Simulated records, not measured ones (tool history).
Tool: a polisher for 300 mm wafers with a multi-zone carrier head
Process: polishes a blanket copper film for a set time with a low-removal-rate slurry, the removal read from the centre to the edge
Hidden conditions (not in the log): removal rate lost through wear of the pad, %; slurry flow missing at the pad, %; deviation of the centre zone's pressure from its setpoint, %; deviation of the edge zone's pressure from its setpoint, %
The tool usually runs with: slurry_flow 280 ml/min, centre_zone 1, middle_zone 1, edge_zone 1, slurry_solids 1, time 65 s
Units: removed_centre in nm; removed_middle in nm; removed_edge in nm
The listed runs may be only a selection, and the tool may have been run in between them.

run	hour	slurry_flow	centre_zone	middle_zone	edge_zone	slurry_solids	time	wafers since the last listed run	wafers polished on this pad	hours since the slurry nozzle was cleaned	hours since the centre zone pressure was calibrated	hours since the edge zone pressure was calibrated	hours since the carrier head's membrane was replaced	incoming thickness of the incoming film, nm	removed_centre	removed_middle	removed_edge
1	0	280	1	1	1.06	1	65	0	11	150.7	1.3	229.6	1409.2	1251.9	202.9	196.4	215.1
2	93.4	280	1	1	1	1.1	65	795	806	244.1	94.7	323	1502.6	1240.5	205.3	207	215.7
3	197.6	280	1.04	0.92	1.04	0.9	65	887	1693	348.3	198.9	427.2	1606.8	1255	207.7	183.2	206.9
4	299	280	1.09	1	1	1	65	863	2557	449.7	300.3	528.6	1708.2	1232.5	223.5	197.4	208.3
5	387.1	280	1	1.07	1	1	65	750	3307	537.8	388.4	616.7	1796.3	1231.5	208.7	211.6	210.9
# hour 437.7: carrier head's membrane replaced by a new one
6	465.6	280	1	1	1	1	76	625	3932	616.3	466.9	695.2	27.9	1246.6	248.9	235.5	245.9
7	562.7	335	1	1.04	0.95	1.2	65	826	4759	713.4	564	792.3	125	1234.8	230.1	222.5	216.1
# hour 567.1: edge zone pressure recalibrated
8	641.9	245	0.95	0.94	1	1.1	65	657	5416	792.6	643.2	74.8	204.2	1250.9	213.1	191.5	209.5
# hour 676.1: centre zone pressure recalibrated
9	684.5	335	1	0.93	0.88	1	65	345	5762	835.2	8.4	117.4	246.8	1234.6	204.3	195.4	198.9
# hour 688.6: slurry nozzle cleaned
# hour 693.6: worn pad replaced by a new one
10	763.5	280	1	1	1.05	1.25	65	630	594	74.9	87.4	196.4	325.8	1227	213.5	210.9	227.3
11	873.8	280	1	0.95	1	1	65	939	1533	185.2	197.7	306.7	436.1	1255.5	199	197.4	208.8
12	976.2	280	1	1	1.11	1	82	871	2405	287.6	300.1	409.1	538.5	1239.7	261.9	254.9	276.7
13	1072.2	280	1.07	1.07	1	1.15	77	817	3223	383.6	396.1	505.1	634.5	1224.9	271.6	264.9	254.4
14	1114.4	280	1	1	0.92	1	65	359	3582	425.8	438.3	547.3	676.7	1251.9	208.5	198.7	201
15	1158.1	280	1	1	1.04	0.8	65	372	3954	469.5	482	591	720.4	1266.7	198.6	195.1	202.4
16	1209	280	1	1	1	1	65	433	4387	520.4	532.9	641.9	771.3	1236.6	209	200.5	206.5
17	1265.1	280	1	1	1	1	65	477	4865	576.5	589	698	827.4	1251.3	214.7	199.7	209.6
# hour 1333.2: centre zone pressure recalibrated
# hour 1337.7: worn pad replaced by a new one
# hour 1347.9: edge zone pressure recalibrated
18	1363.1	280	1	1	1	1	45	766	199	674.5	29.9	15.2	925.4	1254.6	144.3	138.7	143.4
# hour 1377: slurry nozzle cleaned
19	1469.4	280	1	1	0.91	0.9	65	896	1095	92.4	136.2	121.5	1031.7	1239.9	202.3	195.8	194.2
20	1559.3	235	1	1	1.11	1	83	765	1861	182.3	226.1	211.4	1121.6	1233.4	260.1	249.5	280.2

What if the next run were any one of these 5? Each begins from the tool's condition after run 20:
A	1559.7	280	1	1	1	1	65	3	1864	182.7	226.5	211.8	1122	1248.9	?	?	?
B	1559.7	280	1	1	1	1.15	50	3	1864	182.7	226.5	211.8	1122	1248.9	?	?	?
C	1559.7	280	0.88	1	1.05	1	65	3	1864	182.7	226.5	211.8	1122	1248.9	?	?	?
D	1559.7	380	1	1	1	1	65	3	1864	182.7	226.5	211.8	1122	1248.9	?	?	?
E	1559.7	190	1.06	0.9	1	1	65	3	1864	182.7	226.5	211.8	1122	1248.9	?	?	?

run	removed_centre	removed_middle	removed_edge
A	201.3	202.4	210.4
B	160.2	161.1	167.5
C	177.2	202.5	215.5
D	207.3	207.9	214.8
E	202.5	178.7	203.5
Had the tool no hidden state, the same runs would have come out as:
run	removed_centre	removed_middle	removed_edge
A	198.5	202.4	210.4
B	158	161.1	167.5
C	174.7	202.5	215.5
D	204.5	207.9	214.8
E	199.7	178.7	203.5

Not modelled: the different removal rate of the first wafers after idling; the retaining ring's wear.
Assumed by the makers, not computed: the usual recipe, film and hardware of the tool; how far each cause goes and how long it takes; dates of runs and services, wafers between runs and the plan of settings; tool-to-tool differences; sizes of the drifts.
